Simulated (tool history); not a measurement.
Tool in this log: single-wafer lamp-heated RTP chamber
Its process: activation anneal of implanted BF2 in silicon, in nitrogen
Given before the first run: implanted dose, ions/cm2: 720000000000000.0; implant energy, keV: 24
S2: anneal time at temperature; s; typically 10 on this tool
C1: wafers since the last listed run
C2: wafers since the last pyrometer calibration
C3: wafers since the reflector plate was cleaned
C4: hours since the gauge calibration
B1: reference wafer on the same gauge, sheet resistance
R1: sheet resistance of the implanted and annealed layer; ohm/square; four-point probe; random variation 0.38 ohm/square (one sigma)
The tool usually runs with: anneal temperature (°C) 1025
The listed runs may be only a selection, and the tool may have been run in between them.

run 1 hour=0 | anneal_temperature_(°C)=1004 S2=10 | C1=0 C2=1069 C3=5278 C4=180 | B1=223.73 | R1=206.29
run 2 hour=11.3 | anneal_temperature_(°C)=1004 S2=10 | C1=175 C2=1244 C3=5453 C4=191.3 | B1=224.15 | R1=206.49
run 3 hour=18.9 | anneal_temperature_(°C)=1025 S2=10 | C1=117 C2=1362 C3=5571 C4=198.9 | B1=223.94 | R1=193.58
run 4 hour=34.8 | anneal_temperature_(°C)=1025 S2=10 | C1=246 C2=1609 C3=5818 C4=214.8 | B1=224 | R1=194.61
run 5 hour=47.5 | anneal_temperature_(°C)=1025 S2=10 | C1=197 C2=1806 C3=6015 C4=227.5 | B1=223.92 | R1=193.91
run 6 hour=63.3 | anneal_temperature_(°C)=1025 S2=10 | C1=245 C2=2051 C3=6260 C4=243.3 | B1=224.04 | R1=193.29
run 7 hour=76.3 | anneal_temperature_(°C)=1008 S2=10 | C1=201 C2=2253 C3=6462 C4=256.3 | B1=224.25 | R1=200.94
run 8 hour=86.3 | anneal_temperature_(°C)=1008 S2=10 | C1=155 C2=2408 C3=6617 C4=266.3 | B1=224.03 | R1=201.34
run 9 hour=98.3 | anneal_temperature_(°C)=1025 S2=10 | C1=186 C2=2594 C3=6803 C4=278.3 | B1=223.93 | R1=193.17
-- hour=101.7 gauge calibrated
run 10 hour=109.5 | anneal_temperature_(°C)=1025 S2=10 | C1=173 C2=2768 C3=6977 C4=7.8 | B1=223.98 | R1=192.47
run 11 hour=121.6 | anneal_temperature_(°C)=999 S2=14 | C1=187 C2=2956 C3=7165 C4=19.9 | B1=224.08 | R1=201.2
run 12 hour=138.7 | anneal_temperature_(°C)=1034 S2=8 | C1=265 C2=3221 C3=7430 C4=37 | B1=224.04 | R1=191.44
run 13 hour=152.8 | anneal_temperature_(°C)=1036 S2=12 | C1=218 C2=3440 C3=7649 C4=51.1 | B1=223.99 | R1=185.67
-- hour=176.2 reflector plate cleaned
run 14 hour=182.5 | anneal_temperature_(°C)=1025 S2=7 | C1=336 C2=3777 C3=97 C4=80.8 | B1=224.16 | R1=199.16
-- hour=196.7 pyrometer window cleaned and pyrometer calibrated
run 15 hour=197.9 | anneal_temperature_(°C)=1025 S2=10 | C1=114 C2=18 C3=212 C4=96.2 | B1=224.04 | R1=199.23
run 16 hour=205.8 | anneal_temperature_(°C)=1016 S2=4 | C1=122 C2=140 C3=335 C4=104.1 | B1=223.97 | R1=213.64
run 17 hour=221.5 | anneal_temperature_(°C)=1051 S2=14 | C1=243 C2=384 C3=578 C4=119.8 | B1=224.11 | R1=184.57
run 18 hour=232.2 | anneal_temperature_(°C)=1025 S2=10 | C1=166 C2=550 C3=744 C4=130.5 | B1=223.74 | R1=197.4
run 19 hour=246.2 | anneal_temperature_(°C)=1009 S2=10 | C1=217 C2=767 C3=962 C4=144.5 | B1=223.94 | R1=205.66
run 20 hour=260.7 | anneal_temperature_(°C)=1000 S2=16 | C1=224 C2=992 C3=1187 C4=159 | B1=224.09 | R1=205.26

3 options for the next run, each taken on its own from the tool as it stands now. Forecast them:
run A hour=261.1 | anneal_temperature_(°C)=1025 S2=4 | C1=6 C2=998 C3=1193 C4=159.4 | B1=? | R1=?
run B hour=261.1 | anneal_temperature_(°C)=1025 S2=12 | C1=6 C2=998 C3=1193 C4=159.4 | B1=? | R1=?
run C hour=261.1 | anneal_temperature_(°C)=1052 S2=10 | C1=6 C2=998 C3=1193 C4=159.4 | B1=? | R1=?

run=A B1=224.16 R1=206.71
run=B B1=224.16 R1=195.13
run=C B1=224.16 R1=186.46
Without the tool's unlogged condition, the same runs would have read:
run=A R1=210.72
run=B R1=198.94
run=C R1=188.96

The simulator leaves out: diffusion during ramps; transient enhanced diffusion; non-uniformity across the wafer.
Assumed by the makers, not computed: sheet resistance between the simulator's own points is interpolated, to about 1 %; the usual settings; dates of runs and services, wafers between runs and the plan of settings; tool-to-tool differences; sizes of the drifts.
